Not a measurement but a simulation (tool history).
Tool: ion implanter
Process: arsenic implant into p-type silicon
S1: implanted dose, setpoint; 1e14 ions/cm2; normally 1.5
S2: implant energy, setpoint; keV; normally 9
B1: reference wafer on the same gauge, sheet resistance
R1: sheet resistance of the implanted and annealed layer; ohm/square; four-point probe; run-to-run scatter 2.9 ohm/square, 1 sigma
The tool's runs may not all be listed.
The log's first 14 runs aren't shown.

{"run": 15, "day": 52.496, "S1": 1.5, "S2": 9, "B1": 596.56, "R1": 570.24}
{"run": 16, "day": 54.179, "S1": 1.5, "S2": 9, "B1": 597.19, "R1": 570.12}
{"run": 17, "day": 56.733, "S1": 1.5, "S2": 9, "B1": 596.17, "R1": 568.53}
{"day": 58.629, "done": "Faraday cup replaced and dose calibrated"}
{"run": 18, "day": 61.008, "S1": 1.5, "S2": 10.5, "B1": 596.54, "R1": 530.75}
{"run": 19, "day": 62.675, "S1": 1.29, "S2": 9, "B1": 595.72, "R1": 616.4}
{"run": 20, "day": 64.221, "S1": 1.64, "S2": 7, "B1": 597.64, "R1": 535.33}
{"day": 66.242, "done": "extraction supply calibrated"}
{"run": 21, "day": 74.5, "S1": 1.08, "S2": 10.5, "B1": 596.59, "R1": 694.35}
{"run": 22, "day": 81.696, "S1": 1.5, "S2": 9, "B1": 597.64, "R1": 560.92}
{"run": 23, "day": 85.379, "S1": 1.89, "S2": 6, "B1": 596.52, "R1": 493.95}
{"run": 24, "day": 88.317, "S1": 1.5, "S2": 9, "B1": 595.34, "R1": 562.6}
{"run": 25, "day": 91.271, "S1": 1.12, "S2": 12, "B1": 597.23, "R1": 668.98}
{"run": 26, "day": 95.646, "S1": 1.82, "S2": 9, "B1": 596.15, "R1": 489.97}
{"run": 27, "day": 99.883, "S1": 1.93, "S2": 11, "B1": 597.13, "R1": 453.87}
{"run": 28, "day": 103.938, "S1": 1.5, "S2": 9, "B1": 596.49, "R1": 560.66}
{"run": 29, "day": 108.25, "S1": 1.81, "S2": 8, "B1": 597.4, "R1": 499.29}
{"run": 30, "day": 111.888, "S1": 1.73, "S2": 11, "B1": 596.63, "R1": 495.96}
{"day": 113.588, "done": "Faraday cup replaced and dose calibrated"}
{"run": 31, "day": 113.658, "S1": 1.14, "S2": 11.5, "B1": 596.93, "R1": 649.27}
{"run": 32, "day": 115.633, "S1": 1.5, "S2": 9, "B1": 597.43, "R1": 542.34}
{"run": 33, "day": 119.454, "S1": 1.33, "S2": 6, "B1": 595.3, "R1": 638.4}
{"run": 34, "day": 122.079, "S1": 1.29, "S2": 10, "B1": 599.17, "R1": 611.87}
{"run": 35, "day": 125.421, "S1": 1.14, "S2": 9, "B1": 596.7, "R1": 686.78}
{"run": 36, "day": 129.667, "S1": 1.77, "S2": 9, "B1": 597.77, "R1": 495.77}

Run 37 comes next. What will it give?
{"run": 37, "day": 131.983, "S1": 1.5, "S2": 6.5, "B1": "?", "R1": "?"}

Run 37 gave B1 597.4, R1 586.14 ohm/square.
Without the tool's hidden state the same run would have given R1 572.39 ohm/square.

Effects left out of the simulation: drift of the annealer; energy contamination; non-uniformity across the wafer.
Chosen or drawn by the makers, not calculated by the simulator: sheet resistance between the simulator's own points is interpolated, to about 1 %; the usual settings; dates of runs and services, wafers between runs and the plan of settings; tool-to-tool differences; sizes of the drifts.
